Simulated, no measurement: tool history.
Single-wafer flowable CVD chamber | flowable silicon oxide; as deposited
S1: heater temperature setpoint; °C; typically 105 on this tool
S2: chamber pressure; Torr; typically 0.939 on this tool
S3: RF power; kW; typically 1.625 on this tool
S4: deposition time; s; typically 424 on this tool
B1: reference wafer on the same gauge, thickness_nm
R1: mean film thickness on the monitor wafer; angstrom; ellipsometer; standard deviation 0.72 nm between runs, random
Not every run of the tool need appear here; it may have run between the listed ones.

{"run": 1, "hour": 0.0, "S1": 110, "S2": 0.939, "S3": 1.625, "S4": 424, "B1": 217.109, "R1": 1810.15}
{"run": 2, "hour": 6.1, "S1": 110, "S2": 0.939, "S3": 1.625, "S4": 424, "B1": 216.855, "R1": 1811.09}
{"run": 3, "hour": 14.0, "S1": 110, "S2": 0.939, "S3": 1.625, "S4": 424, "B1": 216.911, "R1": 1799.52}
{"run": 4, "hour": 28.6, "S1": 105, "S2": 0.939, "S3": 1.625, "S4": 424, "B1": 216.849, "R1": 2158.04}
{"run": 5, "hour": 38.4, "S1": 105, "S2": 0.939, "S3": 1.625, "S4": 424, "B1": 216.755, "R1": 2149.37}
{"run": 6, "hour": 44.4, "S1": 105, "S2": 0.939, "S3": 1.625, "S4": 424, "B1": 217.205, "R1": 2155.87}
{"run": 7, "hour": 53.2, "S1": 105, "S2": 0.939, "S3": 1.625, "S4": 424, "B1": 217.17, "R1": 2146.31}
{"run": 8, "hour": 65.4, "S1": 105, "S2": 0.939, "S3": 1.625, "S4": 424, "B1": 216.927, "R1": 2159.72}
{"run": 9, "hour": 74.8, "S1": 100, "S2": 0.819, "S3": 1.625, "S4": 424, "B1": 216.977, "R1": 2254.06}
{"run": 10, "hour": 85.6, "S1": 100, "S2": 0.819, "S3": 1.625, "S4": 424, "B1": 217.088, "R1": 2232.4}
{"run": 11, "hour": 100.3, "S1": 105, "S2": 0.939, "S3": 1.87, "S4": 424, "B1": 217.053, "R1": 2218.2}
{"run": 12, "hour": 112.2, "S1": 105, "S2": 0.939, "S3": 1.625, "S4": 424, "B1": 216.959, "R1": 2157.91}
{"run": 13, "hour": 121.0, "S1": 105, "S2": 0.939, "S3": 1.505, "S4": 424, "B1": 216.891, "R1": 2098.79}
{"run": 14, "hour": 138.6, "S1": 105, "S2": 0.939, "S3": 1.365, "S4": 496, "B1": 216.994, "R1": 2378.39}
{"hour": 145.1, "done": "gauge calibrated"}
{"run": 15, "hour": 154.6, "S1": 105, "S2": 0.939, "S3": 1.625, "S4": 424, "B1": 217.246, "R1": 2136.26}
{"run": 16, "hour": 166.1, "S1": 105, "S2": 0.939, "S3": 1.335, "S4": 424, "B1": 216.896, "R1": 1997.56}
{"run": 17, "hour": 175.4, "S1": 105, "S2": 0.873, "S3": 1.79, "S4": 424, "B1": 217.175, "R1": 2017.61}
{"run": 18, "hour": 182.5, "S1": 105, "S2": 0.939, "S3": 1.625, "S4": 424, "B1": 216.889, "R1": 2128.6}
{"hour": 202.6, "done": "capacitance manometer re-zeroed and calibrated"}
{"run": 19, "hour": 203.1, "S1": 105, "S2": 0.939, "S3": 1.625, "S4": 424, "B1": 217.049, "R1": 2292.39}
{"run": 20, "hour": 212.9, "S1": 105, "S2": 0.939, "S3": 1.385, "S4": 424, "B1": 216.842, "R1": 2204.35}
{"run": 21, "hour": 231.7, "S1": 100, "S2": 0.939, "S3": 1.625, "S4": 424, "B1": 216.887, "R1": 2769.08}
{"hour": 264.2, "done": "thermocouple changed; heater temperature recalibrated"}
{"run": 22, "hour": 264.7, "S1": 105, "S2": 0.939, "S3": 1.505, "S4": 347, "B1": 217.075, "R1": 1843.67}
{"hour": 277.3, "done": "RF generator calibrated"}
{"hour": 278.4, "done": "showerhead replaced"}
{"run": 23, "hour": 278.9, "S1": 95, "S2": 1.023, "S3": 1.625, "S4": 465, "B1": 217.171, "R1": 3978.47}
{"run": 24, "hour": 289.2, "S1": 105, "S2": 0.939, "S3": 1.625, "S4": 424, "B1": 217.25, "R1": 2298.62}
{"run": 25, "hour": 297.6, "S1": 92, "S2": 1.117, "S3": 1.84, "S4": 348, "B1": 216.985, "R1": 3704.94}
{"run": 26, "hour": 312.3, "S1": 99, "S2": 1.036, "S3": 1.625, "S4": 424, "B1": 216.927, "R1": 3181.41}
{"run": 27, "hour": 323.7, "S1": 97, "S2": 0.939, "S3": 1.625, "S4": 424, "B1": 217.237, "R1": 3089.12}
{"run": 28, "hour": 335.4, "S1": 105, "S2": 0.939, "S3": 1.625, "S4": 424, "B1": 216.943, "R1": 2299.58}
{"run": 29, "hour": 361.4, "S1": 105, "S2": 0.939, "S3": 1.625, "S4": 498, "B1": 216.928, "R1": 2683.62}

Each row is a separate what-if for the run after 29, all from the same tool condition, not one after another. Results?
{"run": "A", "hour": 361.9, "S1": 92, "S2": 0.939, "S3": 1.625, "S4": 424, "B1": "?", "R1": "?"}
{"run": "B", "hour": 361.9, "S1": 101, "S2": 0.939, "S3": 1.625, "S4": 424, "B1": "?", "R1": "?"}
{"run": "C", "hour": 361.9, "S1": 115, "S2": 0.83, "S3": 1.85, "S4": 366, "B1": "?", "R1": "?"}

run=A B1=216.992 R1=3724.21
run=B B1=216.992 R1=2681.79
run=C B1=216.992 R1=1281.38
Without the tool's hidden state the same runs would have given:
run=A R1=3751.19
run=B R1=2701.22
run=C R1=1291.14
